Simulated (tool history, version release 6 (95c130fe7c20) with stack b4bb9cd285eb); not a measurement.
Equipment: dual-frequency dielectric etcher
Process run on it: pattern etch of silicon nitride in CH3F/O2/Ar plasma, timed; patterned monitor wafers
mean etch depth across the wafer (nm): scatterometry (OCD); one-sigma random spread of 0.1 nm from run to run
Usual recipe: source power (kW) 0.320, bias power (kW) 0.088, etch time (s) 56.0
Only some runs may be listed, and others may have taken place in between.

run	hour	source power (kW)	bias power (kW)	etch time (s)	read-back reference wafer on the same gauge, depth_nm	mean etch depth across the wafer (nm)
1	0.0	0.320	0.088	56.0	34.40	40.11
2	15.4	0.320	0.088	56.0	34.43	40.10
3	27.5	0.320	0.088	56.0	34.44	40.16
4	43.3	0.320	0.088	56.0	34.41	40.24
5	54.1	0.380	0.088	60.5	34.39	45.83
# hour 86.5: gauge calibrated
# hour 90.7: wet clean of the chamber
# hour 109.0: upper electrode replaced
6	109.5	0.380	0.088	60.5	34.36	44.53
7	109.8	0.380	0.088	60.5	34.41	44.72
8	110.1	0.320	0.099	56.0	34.38	40.46
9	110.5	0.320	0.099	56.0	34.40	40.53
10	110.8	0.320	0.099	56.0	34.43	40.48
# hour 145.2: source power generator calibrated
11	154.9	0.280	0.077	50.5	34.37	33.00
12	168.5	0.320	0.099	56.0	34.41	40.68
13	180.9	0.250	0.066	49.5	34.39	30.04
14	190.9	0.320	0.088	56.0	34.40	39.52
15	199.8	0.390	0.088	56.0	34.36	41.72
16	209.5	0.320	0.088	56.0	34.41	39.63
# hour 215.4: bias power generator calibrated
17	222.4	0.290	0.067	46.5	34.40	29.71
18	229.4	0.320	0.088	67.0	34.42	47.36
19	242.6	0.320	0.088	70.0	34.35	49.57
20	256.3	0.280	0.101	39.5	34.39	27.98
21	271.5	0.320	0.088	66.5	34.39	46.76

Branching from run 21: 3 alternative next runs. What would each branch give?
A	271.9	0.320	0.088	56.0	?	?
B	271.9	0.340	0.088	56.0	?	?
C	271.9	0.380	0.088	42.0	?	?

run	read-back reference wafer on the same gauge, depth_nm	mean etch depth across the wafer (nm)
A	34.44	39.56
B	34.44	40.27
C	34.44	31.22
Had the tool no hidden state, the same runs would have come out as:
run	mean etch depth across the wafer (nm)
A	39.14
B	39.84
C	30.89

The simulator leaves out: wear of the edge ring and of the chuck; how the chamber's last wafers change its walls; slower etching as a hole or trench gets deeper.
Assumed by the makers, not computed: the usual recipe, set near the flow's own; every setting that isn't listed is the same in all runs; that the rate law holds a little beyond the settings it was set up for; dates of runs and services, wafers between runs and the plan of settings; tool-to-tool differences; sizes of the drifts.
